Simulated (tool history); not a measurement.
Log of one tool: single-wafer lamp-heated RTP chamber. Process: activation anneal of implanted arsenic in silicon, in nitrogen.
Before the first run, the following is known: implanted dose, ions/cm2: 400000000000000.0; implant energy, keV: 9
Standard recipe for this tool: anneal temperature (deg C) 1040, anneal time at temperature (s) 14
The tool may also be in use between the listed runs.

| run | hour | anneal temperature (deg C) | anneal time at temperature (s) | read-back reference wafer on the same gauge, sheet resistance | sheet resistance of the implanted and annealed layer (ohm/square) |
|---|---|---|---|---|---|
| 1 | 0 | 1040 | 14 | 284.88 | 259.97 |
|  | 21.6 | reflector plate cleaned |
| 2 | 22.1 | 1040 | 14 | 285.12 | 261.45 |
| 3 | 32.2 | 1058 | 14 | 284.98 | 254.99 |
| 4 | 65.1 | 1058 | 14 | 285.14 | 254.79 |
| 5 | 87.4 | 1040 | 16 | 285.04 | 258 |
| 6 | 109 | 1040 | 16 | 285.01 | 259.17 |
| 7 | 138 | 1040 | 16 | 285.2 | 256.87 |
|  | 163.9 | pyrometer window cleaned and pyrometer calibrated |
| 8 | 164.9 | 1063 | 14 | 285.09 | 252.35 |
| 9 | 198.3 | 1063 | 14 | 285.06 | 252.33 |
|  | 216.8 | reflector plate cleaned |
| 10 | 217.3 | 1063 | 14 | 284.66 | 250.24 |
| 11 | 238.1 | 1040 | 14 | 284.76 | 258 |
| 12 | 261.4 | 1040 | 14 | 285 | 257.31 |
| 13 | 280.6 | 1040 | 14 | 285.18 | 259.03 |
| 14 | 304.5 | 1020 | 19 | 285.06 | 259.8 |
| 15 | 319.6 | 1046 | 10 | 284.87 | 260.74 |
| 16 | 333 | 1027 | 14 | 284.9 | 260.62 |
| 17 | 356.7 | 1064 | 6 | 284.97 | 262.1 |
| 18 | 369.1 | 1040 | 7 | 284.89 | 266.67 |
|  | 395.1 | pyrometer window cleaned and pyrometer calibrated |
| 19 | 400.8 | 1040 | 14 | 284.94 | 256.62 |
|  | 414.8 | reflector plate cleaned, repeated, since the last time left the tool worse |
| 20 | 420.2 | 1059 | 9 | 285.16 | 261.36 |
| 21 | 448.5 | 1054 | 16 | 285.02 | 253.88 |
| 22 | 483.7 | 1040 | 14 | 285.17 | 259.23 |
| 23 | 509.6 | 1040 | 16 | 285.14 | 258.48 |
|  | 516.2 | gauge calibrated |
| 24 | 544.9 | 1019 | 9 | 284.99 | 270.83 |
| 25 | 580.2 | 1064 | 6 | 285.21 | 263.29 |
|  | 589.7 | pyrometer window cleaned and pyrometer calibrated |
|  | 590.6 | reflector plate cleaned |
| 26 | 599.1 | 1048 | 11 | 284.83 | 261 |
| 27 | 627.7 | 1040 | 20 | 284.84 | 255.66 |
| 28 | 654.7 | 1016 | 22 | 285.28 | 261.3 |
| 29 | 667.2 | 1027 | 9 | 285.4 | 268.89 |
| 30 | 697.2 | 1029 | 12 | 285.26 | 265.36 |
| 31 | 714.4 | 1040 | 14 | 285.08 | 259.64 |
|  | 788.2 | pyrometer window cleaned and pyrometer calibrated |
|  | 794.4 | reflector plate cleaned |
| 32 | 794.9 | 1040 | 14 | 285.2 | 260.38 |
| 33 | 818.9 | 1016 | 21 | 285.15 | 262.16 |

Difference, measured minus no-hidden-state, one row per run. Run-to-run variation is common to both terms; the gauge's own scatter need not be:
The hidden state here: true wafer temperature minus pyrometer reading, K; wafer temperature error from the tarnished reflector plate, K; gauge reads high (%).
| run | sheet resistance of the implanted and annealed layer (ohm/square) |
|---|---|
| 1 | -0.84 |
| 2 | -0.02 |
| 3 | -0.03 |
| 4 | -0.08 |
| 5 | -0.15 |
| 6 | -0.24 |
| 7 | -0.42 |
| 8 | -0.71 |
| 9 | -1.07 |
| 10 | -2.25 |
| 11 | -1.97 |
| 12 | -2 |
| 13 | -2.08 |
| 14 | -2.12 |
| 15 | -2.18 |
| 16 | -2.14 |
| 17 | -2.36 |
| 18 | -2.17 |
| 19 | -2.97 |
| 20 | -0.11 |
| 21 | -0.15 |
| 22 | -0.24 |
| 23 | -0.37 |
| 24 | -0.4 |
| 25 | -0.82 |
| 26 | -0.05 |
| 27 | -0.11 |
| 28 | -0.17 |
| 29 | -0.17 |
| 30 | -0.33 |
| 31 | -0.5 |
| 32 | -0.11 |
| 33 | -0.12 |
